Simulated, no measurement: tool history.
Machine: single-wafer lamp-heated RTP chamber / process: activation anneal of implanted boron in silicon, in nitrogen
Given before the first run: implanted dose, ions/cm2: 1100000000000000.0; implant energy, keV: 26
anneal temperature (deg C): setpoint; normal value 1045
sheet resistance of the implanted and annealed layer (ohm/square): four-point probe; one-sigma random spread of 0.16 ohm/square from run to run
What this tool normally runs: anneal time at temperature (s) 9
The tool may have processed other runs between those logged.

run,hour,anneal temperature (deg C),anneal time at temperature (s),"read-back reference wafer on the same gauge, sheet resistance",sheet resistance of the implanted and annealed layer (ohm/square)
1,0.0,1032,5,119.98,106.00
# hour 20.6: pyrometer window cleaned and pyrometer calibrated
2,21.3,1037,9,119.77,105.33
3,45.3,1045,13,119.77,104.86
4,67.7,1045,13,119.67,104.64
5,88.2,1045,9,119.67,104.79
6,105.5,1045,9,119.64,104.66
7,183.6,1045,9,119.46,104.59
# hour 197.9: reflector plate cleaned
8,198.4,1045,9,119.46,104.47
# hour 212.5: pyrometer window cleaned and pyrometer calibrated
9,224.5,1045,9,119.42,104.53
10,247.5,1045,9,119.40,104.85
11,276.3,1058,9,119.37,104.13
12,301.6,1058,9,119.32,104.23
13,325.4,1058,9,119.21,104.01
14,360.1,1034,11,119.20,105.03
15,393.0,1045,6,119.22,104.70
16,427.9,1045,9,119.22,104.49
# hour 443.5: reflector plate cleaned
17,447.1,1045,10,119.13,104.18
# hour 470.6: pyrometer window cleaned and pyrometer calibrated
18,477.8,1017,6,119.18,107.34
19,495.8,1045,11,119.12,104.08
20,518.8,1045,7,119.08,104.31
21,537.4,1021,9,119.18,106.18
# hour 545.9: gauge calibrated
22,572.9,1035,12,121.29,106.44
23,588.1,1061,9,121.02,105.52
24,620.4,1037,9,120.91,106.45
25,633.5,1058,4,120.86,105.69

Run 26 comes next. What will it give?
26,656.1,1045,9,?,?

Run 26 produced read-back reference wafer on the same gauge, sheet resistance 120.61, sheet resistance of the implanted and annealed layer (ohm/square) 105.47.
Were there no unlogged condition in the tool, this run, its random variation unchanged, would have produced sheet resistance of the implanted and annealed layer (ohm/square) 105.78.
